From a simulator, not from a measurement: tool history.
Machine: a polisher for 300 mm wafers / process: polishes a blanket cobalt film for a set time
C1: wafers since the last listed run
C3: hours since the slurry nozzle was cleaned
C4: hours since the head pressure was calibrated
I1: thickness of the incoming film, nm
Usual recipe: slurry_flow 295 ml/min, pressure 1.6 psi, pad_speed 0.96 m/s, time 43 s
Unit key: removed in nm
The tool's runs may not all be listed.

{"run": 1, "day": 0.0, "slurry_flow": 295, "pressure": 1.2, "pad_speed": 1.2, "time": 43, "C1": 0, "wafers polished on this pad": 47, "C3": 592.8, "C4": 821.4, "I1": 1143.1, "removed": 130.6}
{"run": 2, "day": 0.408, "slurry_flow": 295, "pressure": 1.6, "pad_speed": 0.96, "time": 43, "C1": 89, "wafers polished on this pad": 137, "C3": 602.6, "C4": 831.2, "I1": 1156.9, "removed": 140}
{"run": 3, "day": 0.804, "slurry_flow": 295, "pressure": 1.6, "pad_speed": 0.96, "time": 43, "C1": 87, "wafers polished on this pad": 224, "C3": 612.1, "C4": 840.7, "I1": 1155.7, "removed": 140.8}
{"run": 4, "day": 1.104, "slurry_flow": 295, "pressure": 1.6, "pad_speed": 1.04, "time": 43, "C1": 66, "wafers polished on this pad": 290, "C3": 619.3, "C4": 847.9, "I1": 1152.3, "removed": 151.1}
{"run": 5, "day": 1.85, "slurry_flow": 295, "pressure": 1.6, "pad_speed": 1.04, "time": 43, "C1": 164, "wafers polished on this pad": 454, "C3": 637.2, "C4": 865.8, "I1": 1162.8, "removed": 150.8}
{"run": 6, "day": 2.571, "slurry_flow": 240, "pressure": 1.6, "pad_speed": 0.96, "time": 43, "C1": 158, "wafers polished on this pad": 613, "C3": 654.5, "C4": 883.1, "I1": 1157.2, "removed": 136}
{"day": 3.133, "done": "worn pad replaced by a new one"}
{"run": 7, "day": 3.175, "slurry_flow": 215, "pressure": 1.3, "pad_speed": 0.96, "time": 43, "C1": 96, "wafers polished on this pad": 9, "C3": 669, "C4": 897.6, "I1": 1153.1, "removed": 108.8}
{"day": 3.767, "done": "slurry nozzle cleaned"}
{"run": 8, "day": 3.8, "slurry_flow": 215, "pressure": 1.3, "pad_speed": 0.96, "time": 43, "C1": 128, "wafers polished on this pad": 137, "C3": 0.8, "C4": 912.6, "I1": 1172.6, "removed": 109}
{"run": 9, "day": 4.417, "slurry_flow": 295, "pressure": 1.6, "pad_speed": 0.84, "time": 43, "C1": 135, "wafers polished on this pad": 273, "C3": 15.6, "C4": 927.4, "I1": 1141.2, "removed": 120.8}
{"run": 10, "day": 5.167, "slurry_flow": 295, "pressure": 1.6, "pad_speed": 0.96, "time": 43, "C1": 165, "wafers polished on this pad": 439, "C3": 33.6, "C4": 945.4, "I1": 1143.8, "removed": 140.2}
{"run": 11, "day": 5.904, "slurry_flow": 295, "pressure": 1.6, "pad_speed": 1.2, "time": 43, "C1": 162, "wafers polished on this pad": 601, "C3": 51.3, "C4": 963.1, "I1": 1143.7, "removed": 175.9}
{"day": 6.0, "done": "head pressure recalibrated"}
{"day": 6.329, "done": "worn pad replaced by a new one"}
{"run": 12, "day": 6.633, "slurry_flow": 295, "pressure": 2.1, "pad_speed": 0.96, "time": 43, "C1": 105, "wafers polished on this pad": 67, "C3": 68.8, "C4": 15.2, "I1": 1127.8, "removed": 179.6}
{"run": 13, "day": 7.296, "slurry_flow": 295, "pressure": 1.6, "pad_speed": 0.96, "time": 43, "C1": 146, "wafers polished on this pad": 213, "C3": 84.7, "C4": 31.1, "I1": 1140, "removed": 138.5}
{"run": 14, "day": 7.967, "slurry_flow": 220, "pressure": 1.1, "pad_speed": 1.18, "time": 36, "C1": 147, "wafers polished on this pad": 360, "C3": 100.8, "C4": 47.2, "I1": 1159.1, "removed": 96.5}
{"run": 15, "day": 8.562, "slurry_flow": 295, "pressure": 1.2, "pad_speed": 1.2, "time": 43, "C1": 131, "wafers polished on this pad": 492, "C3": 115.1, "C4": 61.5, "I1": 1152.2, "removed": 131.5}
{"run": 16, "day": 9.104, "slurry_flow": 295, "pressure": 1.6, "pad_speed": 0.62, "time": 43, "C1": 119, "wafers polished on this pad": 611, "C3": 128.1, "C4": 74.5, "I1": 1152.6, "removed": 90.1}

Forecast each of these 5 alternatives for the next run:
{"run": "A", "day": 9.121, "slurry_flow": 295, "pressure": 1.6, "pad_speed": 0.96, "time": 43, "C1": 3, "wafers polished on this pad": 615, "C3": 128.5, "C4": 74.9, "I1": 1159, "removed": "?"}
{"run": "B", "day": 9.121, "slurry_flow": 295, "pressure": 1.6, "pad_speed": 1.1, "time": 43, "C1": 3, "wafers polished on this pad": 615, "C3": 128.5, "C4": 74.9, "I1": 1159, "removed": "?"}
{"run": "C", "day": 9.121, "slurry_flow": 345, "pressure": 1, "pad_speed": 0.96, "time": 43, "C1": 3, "wafers polished on this pad": 615, "C3": 128.5, "C4": 74.9, "I1": 1159, "removed": "?"}
{"run": "D", "day": 9.121, "slurry_flow": 295, "pressure": 1.4, "pad_speed": 0.64, "time": 43, "C1": 3, "wafers polished on this pad": 615, "C3": 128.5, "C4": 74.9, "I1": 1159, "removed": "?"}
{"run": "E", "day": 9.121, "slurry_flow": 295, "pressure": 1.4, "pad_speed": 0.78, "time": 51, "C1": 3, "wafers polished on this pad": 615, "C3": 128.5, "C4": 74.9, "I1": 1159, "removed": "?"}

run=A removed=139.1
run=B removed=159.3
run=C removed=88.5
run=D removed=81.2
run=E removed=117.4
With the hidden condition removed and each run's random variation left untouched, the same runs would have given:
run=A removed=139.1
run=B removed=159.3
run=C removed=88.5
run=D removed=81.2
run=E removed=117.4

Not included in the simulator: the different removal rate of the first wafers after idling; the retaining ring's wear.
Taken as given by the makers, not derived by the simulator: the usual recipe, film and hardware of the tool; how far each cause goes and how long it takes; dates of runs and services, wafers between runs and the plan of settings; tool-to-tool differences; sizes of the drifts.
